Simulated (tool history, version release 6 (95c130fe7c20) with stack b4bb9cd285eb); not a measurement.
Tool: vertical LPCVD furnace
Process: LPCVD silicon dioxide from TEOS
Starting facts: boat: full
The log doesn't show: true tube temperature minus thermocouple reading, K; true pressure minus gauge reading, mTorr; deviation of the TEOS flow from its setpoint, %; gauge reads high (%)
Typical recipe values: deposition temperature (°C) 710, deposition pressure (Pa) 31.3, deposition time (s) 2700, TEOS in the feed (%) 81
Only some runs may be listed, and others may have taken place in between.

run	hour	deposition temperature (°C)	deposition pressure (Pa)	deposition time (s)	TEOS in the feed (%)	wafers since the last listed run	hours since the last temperature calibration	hours since the pressure gauge was zeroed	hours since the TEOS flow controller was replaced	hours since the gauge calibration	read-back reference wafer on the same gauge, thickness	film thickness on the monitor wafer in the middle of the boat (angstrom)
1	0.0	702	31.3	2700	93	0	2369.1	2125.2	5200.1	153.2	301.99	3588.7
2	18.4	702	31.3	2700	93	251	2387.5	2143.6	5218.5	171.6	302.00	3594.6
3	26.4	702	31.3	2700	93	109	2395.5	2151.6	5226.5	179.6	302.05	3593.2
4	45.9	710	31.3	2700	81	266	2415.0	2171.1	5246.0	199.1	302.06	4020.0
5	54.0	710	31.3	2700	81	110	2423.1	2179.2	5254.1	207.2	302.01	4021.3
6	64.9	710	31.3	2700	81	149	2434.0	2190.1	5265.0	218.1	301.88	4019.1
7	84.0	710	31.3	2700	81	261	2453.1	2209.2	5284.1	237.2	302.00	4034.9
# hour 124.6: pressure gauge zeroed
8	125.1	710	31.3	2700	81	234	2494.2	0.5	5325.2	278.3	301.85	4019.9
# hour 129.2: gauge calibrated
9	130.5	710	31.3	2700	81	73	2499.6	5.9	5330.6	1.3	302.03	4028.7
10	135.9	710	37.3	2190	81	73	2505.0	11.3	5336.0	6.7	301.96	3563.3
11	145.7	707	31.3	3060	69	134	2514.8	21.1	5345.8	16.5	302.09	3919.5
# hour 190.8: TEOS flow controller replaced
12	191.3	710	23.3	2700	86	295	2560.4	66.7	0.5	62.1	301.97	3587.2
13	196.7	710	27.3	3630	81	26	2565.8	72.1	5.9	67.5	301.92	5037.1
# hour 217.3: thermocouples replaced and temperature profile calibrated
14	217.8	710	31.3	2700	68	7	0.5	93.2	27.0	88.6	301.81	3388.8
15	223.2	710	31.3	2700	81	73	5.9	98.6	32.4	94.0	301.94	3688.6
16	236.7	705	31.3	2700	81	184	19.4	112.1	45.9	107.5	301.98	3296.2
17	255.8	710	31.3	2700	81	261	38.5	131.2	65.0	126.6	301.86	3715.5
18	271.9	710	34.7	1740	81	220	54.6	147.3	81.1	142.7	302.02	2516.6

Some steps in film thickness on the monitor wafer in the middle of the boat (angstrom), run to run, broken into two amounts with sign: the step expected even without the hidden condition (settings, incoming material, random variation), and the rest, left for the hidden condition together with whatever gauge scatter is not in both the measured and the hidden-condition-free result:
Run 13 -> 14: deposition pressure (Pa) 27.3 -> 31.3, deposition time (s) 3630 -> 2700, TEOS in the feed (%) 81 -> 68, thermocouples replaced and temperature profile calibrated. film thickness on the monitor wafer in the middle of the boat (angstrom) -1648.3: hidden state -425.9, all else -1222.4.

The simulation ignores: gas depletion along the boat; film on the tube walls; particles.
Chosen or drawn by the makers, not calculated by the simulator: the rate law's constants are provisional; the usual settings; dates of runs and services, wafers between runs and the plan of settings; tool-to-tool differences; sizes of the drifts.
